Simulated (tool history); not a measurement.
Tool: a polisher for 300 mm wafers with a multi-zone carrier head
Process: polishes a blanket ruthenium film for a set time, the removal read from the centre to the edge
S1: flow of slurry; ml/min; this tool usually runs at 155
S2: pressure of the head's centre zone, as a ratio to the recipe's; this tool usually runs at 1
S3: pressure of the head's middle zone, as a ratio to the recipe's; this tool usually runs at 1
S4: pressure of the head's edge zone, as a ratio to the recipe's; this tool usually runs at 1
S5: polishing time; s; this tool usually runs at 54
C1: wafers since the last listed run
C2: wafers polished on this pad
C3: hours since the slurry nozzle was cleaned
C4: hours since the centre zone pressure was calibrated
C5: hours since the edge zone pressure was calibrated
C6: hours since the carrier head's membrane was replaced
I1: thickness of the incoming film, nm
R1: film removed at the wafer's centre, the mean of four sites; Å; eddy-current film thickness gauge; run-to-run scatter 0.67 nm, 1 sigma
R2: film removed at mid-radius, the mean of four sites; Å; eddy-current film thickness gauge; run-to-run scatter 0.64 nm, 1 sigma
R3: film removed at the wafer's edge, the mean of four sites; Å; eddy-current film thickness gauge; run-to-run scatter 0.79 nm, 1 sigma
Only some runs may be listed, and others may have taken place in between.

run	day	S1	S2	S3	S4	S5	C1	C2	C3	C4	C5	C6	I1	R1	R2	R3
1	0	155	1	1	1	54	0	643	153.1	247.2	784.8	417.9	570.1	650	644	669
2	1.892	180	1	1	1	54	362	1006	198.5	292.6	830.2	463.3	580.1	668	662	681
3	3.371	180	1	1	1	54	283	1289	234	328.1	865.7	498.8	578	670	674	668
4	5.575	155	1	1	1	54	422	1712	286.9	381	918.6	551.7	580.6	667	649	674
5	7.796	155	1	1	1	45	425	2138	340.2	434.3	971.9	605	576.3	563	538	570
6	9.546	155	1.03	1	1	70	335	2474	382.2	476.3	1013.9	647	588.5	933	838	846
# day 11.596: carrier head's membrane replaced by a new one
# day 12.867: centre zone pressure recalibrated
# day 13.296: slurry nozzle cleaned
7	14.117	155	0.93	0.95	1	37	812	3286	19.7	30	1123.6	60.5	592.8	406	426	459
8	17.021	155	1	1.1	1.06	71	557	3843	89.4	99.7	1193.3	130.2	572.7	865	940	891
# day 17.312: worn pad replaced by a new one
9	19.138	155	1	1.1	1.06	71	374	350	140.2	150.5	1244.1	181	576.4	865	924	903
10	20.742	155	1	1	0.92	54	307	658	178.7	189	1282.6	219.5	582.7	660	646	652
11	29.538	155	0.91	1	0.92	60	1686	2345	389.8	400.1	1493.7	430.6	578.7	683	715	719
12	32.271	155	1	1	0.9	54	524	2869	455.4	465.7	1559.3	496.2	590.8	698	645	632
# day 34.562: edge zone pressure recalibrated
# day 34.596: centre zone pressure recalibrated
13	34.771	155	1	1	0.95	71	457	3326	515.4	4.2	5	556.2	579.5	816	857	844
# day 34.983: worn pad replaced by a new one
# day 35.754: slurry nozzle cleaned
14	37.021	155	1	1	1.12	54	391	382	30.4	58.2	59	610.2	580.9	632	646	688
# day 44.129: carrier head's membrane replaced by a new one
15	44.15	200	1	0.92	1	60	1327	1709	201.5	229.3	230.1	0.5	589.6	755	710	765
16	45.467	155	1	1	1	54	252	1962	233.1	260.9	261.7	32.1	590.9	649	640	670
17	47.45	155	1.12	1	1	66	380	2342	280.7	308.5	309.3	79.7	576.5	895	798	823
18	49.288	155	1	1	1	54	352	2695	324.8	352.6	353.4	123.8	578.7	667	639	672
19	52.175	155	1	0.9	1	71	553	3248	394.1	421.9	422.7	193.1	581.4	888	784	895
# day 53.612: worn pad replaced by a new one
20	53.646	110	1	1	1	54	250	6	429.4	457.2	458	228.4	589.1	624	595	626
# day 55.429: centre zone pressure recalibrated
# day 56.488: slurry nozzle cleaned
21	56.508	155	1	1	1.08	54	525	531	0.5	25.9	526.7	297.1	582.3	631	656	691
22	58.808	130	1	1	0.88	54	441	972	55.7	81.1	581.9	352.3	577.5	595	609	626
23	60.621	115	0.88	0.92	0.97	54	347	1320	99.2	124.6	625.4	395.8	579.2	506	567	622

Predict each of these 3 candidate next runs independently; none follows another, all start after run 23:
A	60.638	135	1	1	1	54	3	1323	99.6	125	625.8	396.2	573.1	?	?	?
B	60.638	105	0.9	1	0.96	54	3	1323	99.6	125	625.8	396.2	573.1	?	?	?
C	60.638	155	1	1	1.05	67	3	1323	99.6	125	625.8	396.2	573.1	?	?	?

run	R1	R2	R3
A	608	625	650
B	505	583	608
C	781	799	843
Take away the tool's hidden state, keep each run's random variation, and the runs would have read:
run	R1	R2	R3
A	611	625	650
B	507	583	608
C	785	799	843
